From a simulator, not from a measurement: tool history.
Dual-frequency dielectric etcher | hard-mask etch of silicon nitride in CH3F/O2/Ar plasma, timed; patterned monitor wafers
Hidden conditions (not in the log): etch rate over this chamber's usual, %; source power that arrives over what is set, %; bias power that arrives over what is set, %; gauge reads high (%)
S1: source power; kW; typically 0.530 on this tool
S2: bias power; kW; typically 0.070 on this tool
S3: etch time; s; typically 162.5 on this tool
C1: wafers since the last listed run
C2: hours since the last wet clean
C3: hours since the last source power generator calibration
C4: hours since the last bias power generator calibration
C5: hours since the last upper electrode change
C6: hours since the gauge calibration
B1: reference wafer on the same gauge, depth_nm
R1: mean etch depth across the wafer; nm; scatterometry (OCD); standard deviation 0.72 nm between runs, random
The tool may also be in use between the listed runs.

run     day     S1     S2     S3    C1     C2      C3      C4      C5      C6     B1     R1
  1   0.000  0.480  0.070  142.5     0  274.2  4172.1  2656.9  4214.4  2023.2  112.1  107.7
  2   2.133  0.480  0.070  142.5   288  325.4  4223.3  2708.1  4265.6  2074.4  111.9  106.8
  3   6.246  0.530  0.070  133.5   556  424.1  4322.0  2806.8  4364.3  2173.1  112.1  103.4
  4   8.088  0.530  0.070  133.5   249  468.3  4366.2  2851.0  4408.5  2217.3  112.1  102.8
      9.500  -- wet clean of the chamber
  5  10.208  0.530  0.070  162.5   151   17.0  4417.1  2901.9  4459.4  2268.2  112.0  130.3
  6  14.271  0.530  0.070  162.5   549  114.5  4514.6  2999.4  4556.9  2365.7  112.0  130.1
  7  25.971  0.530  0.070  162.5  1582  395.3  4795.4  3280.2  4837.7  2646.5  112.0  125.8
  8  27.854  0.530  0.070  162.5   254  440.5  4840.6  3325.4  4882.9  2691.7  111.9  126.3
     29.671  -- wet clean of the chamber
  9  29.846  0.530  0.070  162.5   134    4.2  4888.4  3373.2  4930.7  2739.5  112.0  131.2
     31.975  -- upper electrode replaced, of another model than before
 10  31.996  0.530  0.070  162.5   155   55.8  4940.0  3424.8     0.5  2791.1  111.8  131.3
 11  34.250  0.530  0.075  162.5   304  109.9  4994.1  3478.9    54.6  2845.2  112.0  135.1
 12  36.096  0.530  0.070  162.5   249  154.2  5038.4  3523.2    98.9  2889.5  111.9  128.6
     38.454  -- source power generator calibrated
 13  39.050  0.460  0.055  178.5   376  225.1    14.3  3594.1   169.8  2960.4  112.1  111.0
     42.508  -- gauge calibrated
 14  43.421  0.630  0.056  132.5   591  330.0   119.2  3699.0   274.7    21.9  112.0   98.1
 15  46.862  0.620  0.070  123.5   465  412.6   201.8  3781.6   357.3   104.5  112.0  103.1
 16  50.488  0.530  0.056  126.5   490  499.6   288.8  3868.6   444.3   191.5  112.0   83.7
     51.792  -- wet clean of the chamber
 17  53.538  0.530  0.070  162.5   277   41.9   362.0  3941.8   517.5   264.7  112.0  130.0
     55.633  -- bias power generator calibrated
 18  56.154  0.580  0.070  200.0   331  104.7   424.8    12.5   580.3   327.5  112.0  167.4
 19  59.425  0.410  0.081  179.0   442  183.2   503.3    91.0   658.8   406.0  111.9  134.7
 20  61.738  0.570  0.070  208.5   312  238.7   558.8   146.5   714.3   461.5  112.0  170.0
 21  64.671  0.530  0.070  162.5   396  309.1   629.2   216.9   784.7   531.9  112.0  126.8
 22  68.504  0.600  0.070  146.0   518  401.1   721.2   308.9   876.7   623.9  112.1  119.6
 23  72.758  0.460  0.075  208.5   575  503.2   823.3   411.0   978.8   726.0  111.9  154.1
     75.867  -- wet clean of the chamber
 24  77.058  0.460  0.065  204.0   446   28.6   926.5   514.2  1082.0   829.2  112.0  143.9
 25  80.833  0.460  0.055  178.5   510  119.2  1017.1   604.8  1172.6   919.8  112.1  112.4
 26  82.812  0.530  0.070  162.5   267  166.7  1064.6   652.3  1220.1   967.3  112.0  129.9
 27  86.279  0.530  0.065  196.0   468  249.9  1147.8   735.5  1303.3  1050.5  111.9  147.8
 28  90.421  0.530  0.070  162.5   560  349.3  1247.2   834.9  1402.7  1149.9  112.0  127.3
 29  92.679  0.530  0.055  162.5   305  403.5  1301.4   889.1  1456.9  1204.1  112.0  106.9

What the log doesn't show, run by run:
source power that arrives over what is set, %: 0 in every run
bias power that arrives over what is set, %: 0 in every run
gauge reads high (%): 0 in every run
H1: etch rate over this chamber's usual, %
run      H1
  1   -2.23
  2   -2.73
  3   -3.69
  4   -4.12
  5  -0.338
  6   -1.29
  7   -4.02
  8   -4.46
  9  -0.398
 10  -0.901
 11   -1.43
 12   -1.86
 13   -2.55
 14   -3.57
 15   -4.38
 16   -5.22
 17   -1.24
 18   -1.85
 19   -2.61
 20   -3.15
 21   -3.84
 22   -4.74
 23   -5.73
 24  -0.644
 25   -1.53
 26   -1.99
 27    -2.8
 28   -3.77
 29    -4.3
